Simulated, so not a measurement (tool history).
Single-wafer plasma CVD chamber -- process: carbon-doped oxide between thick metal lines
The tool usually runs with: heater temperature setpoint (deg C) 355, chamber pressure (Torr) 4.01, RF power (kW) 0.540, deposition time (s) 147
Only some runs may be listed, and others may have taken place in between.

run	hour	heater temperature setpoint (deg C)	chamber pressure (Torr)	RF power (kW)	deposition time (s)	read-back reference wafer on the same gauge, thickness_nm	mean film thickness on the monitor wafer (nm)
1	0.0	363	4.01	0.540	147	665.659	734.487
2	12.4	363	4.01	0.540	147	665.938	735.306
3	28.0	355	4.01	0.540	147	666.652	746.281
4	38.9	355	4.01	0.540	147	666.185	748.469
5	50.4	355	4.01	0.540	147	665.471	748.892
6	67.8	355	4.56	0.540	147	665.789	762.996
# hour 76.5: showerhead replaced
7	77.0	355	4.56	0.540	147	665.804	761.754
8	89.7	355	4.01	0.540	147	666.215	749.466
9	99.7	355	4.01	0.540	147	666.743	752.126
10	116.5	355	4.01	0.540	147	665.359	748.184
11	129.1	355	4.01	0.540	147	666.012	741.817
# hour 130.5: gauge calibrated
12	140.7	355	4.01	0.540	147	665.932	745.292
13	149.1	342	4.01	0.540	147	666.729	776.559
14	165.6	364	4.01	0.540	147	666.262	723.632
# hour 177.5: RF generator calibrated
15	181.1	360	4.82	0.580	158	665.792	894.562
16	188.6	355	4.01	0.575	147	665.630	818.440
17	204.4	355	4.01	0.540	147	665.297	785.776
18	214.8	355	4.29	0.585	173	665.742	982.902
19	226.8	355	4.01	0.540	147	665.798	787.320
# hour 240.3: thermocouple changed; heater temperature recalibrated
20	240.8	348	4.01	0.540	147	665.896	809.799
# hour 256.2: capacitance manometer re-zeroed and calibrated
21	256.7	355	4.01	0.590	147	665.712	834.219

Run 22 has not been measured yet. What should we expect?
22	267.8	355	3.69	0.540	147	?	?

For run 22 the tool returned read-back reference wafer on the same gauge, thickness_nm 666.292, mean film thickness on the monitor wafer (nm) 787.084.
If the tool had no hidden condition, the same run with the same run-to-run variation would have returned mean film thickness on the monitor wafer (nm) 789.902.

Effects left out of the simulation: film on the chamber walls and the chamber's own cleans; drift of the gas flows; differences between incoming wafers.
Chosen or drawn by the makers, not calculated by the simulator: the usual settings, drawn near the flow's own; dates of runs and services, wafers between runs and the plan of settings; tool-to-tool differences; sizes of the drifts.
